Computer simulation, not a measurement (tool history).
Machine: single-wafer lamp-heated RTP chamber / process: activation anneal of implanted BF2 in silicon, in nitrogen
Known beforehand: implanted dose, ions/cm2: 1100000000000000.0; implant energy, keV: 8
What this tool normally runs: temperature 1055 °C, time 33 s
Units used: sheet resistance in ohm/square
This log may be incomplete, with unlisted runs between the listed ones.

run	day	temperature	time	wafers since the last listed run	wafers since the last pyrometer calibration	wafers since the reflector plate was cleaned	hours since the gauge calibration	read-back reference wafer on the same gauge, sheet resistance	sheet resistance
1	0.000	1055	47	0	5949	7077	122.8	180.81	138.04
# day 0.429: gauge calibrated
2	0.608	1047	33	115	6064	7192	4.3	180.97	159.97
3	0.958	1055	42	66	6131	7259	12.7	181.04	140.94
4	1.533	1055	42	109	6240	7368	26.5	181.08	140.60
5	1.962	1055	19	81	6321	7449	36.8	180.93	164.11
6	2.421	1055	19	86	6408	7536	47.8	180.89	163.13
7	2.762	1055	33	64	6473	7601	56.0	181.09	148.54
8	3.429	1055	33	126	6599	7727	72.0	180.86	147.42
9	3.733	1055	33	57	6657	7785	79.3	181.09	146.50
10	4.388	1055	33	124	6781	7909	95.0	180.96	147.48
11	4.729	1077	19	64	6846	7974	103.2	180.98	143.03
12	5.471	1055	44	140	6987	8115	121.0	181.07	139.20
13	5.888	1055	33	79	7066	8194	131.0	181.25	145.95
# day 5.900: gauge calibrated
# day 6.225: pyrometer window cleaned and pyrometer calibrated
14	6.529	1055	19	58	57	8252	15.1	181.24	172.81
15	6.992	1083	33	87	145	8340	26.2	181.04	127.86
16	7.417	1066	33	80	226	8421	36.4	181.01	146.03
17	8.058	1081	25	121	347	8542	51.8	181.13	137.25
18	8.608	1055	33	104	452	8647	65.0	181.06	159.03
# day 8.975: reflector plate cleaned
19	9.321	1055	42	71	524	65	82.1	180.89	153.63
20	9.662	1073	27	64	589	130	90.3	180.87	143.09
21	10.342	1055	33	128	717	259	106.6	180.84	157.75
22	10.654	1076	23	59	777	318	114.1	181.06	145.58
# day 12.483: gauge calibrated
23	12.579	1030	33	365	1142	683	2.3	180.89	178.56

Consider 4 possible next runs. They are alternatives, not a sequence: every one starts from the tool as it was left by run 23. What does each give?
A	12.596	1065	33	3	1145	687	2.7	?	?
B	12.596	1077	38	3	1145	687	2.7	?	?
C	12.596	1047	45	3	1145	687	2.7	?	?
D	12.596	1076	45	3	1145	687	2.7	?	?

run	read-back reference wafer on the same gauge, sheet resistance	sheet resistance
A	181.04	145.63
B	181.04	128.19
C	181.04	157.09
D	181.04	125.45
Had the tool no hidden state, the same runs would have come out as:
run	sheet resistance
A	147.78
B	129.98
C	158.54
D	127.15
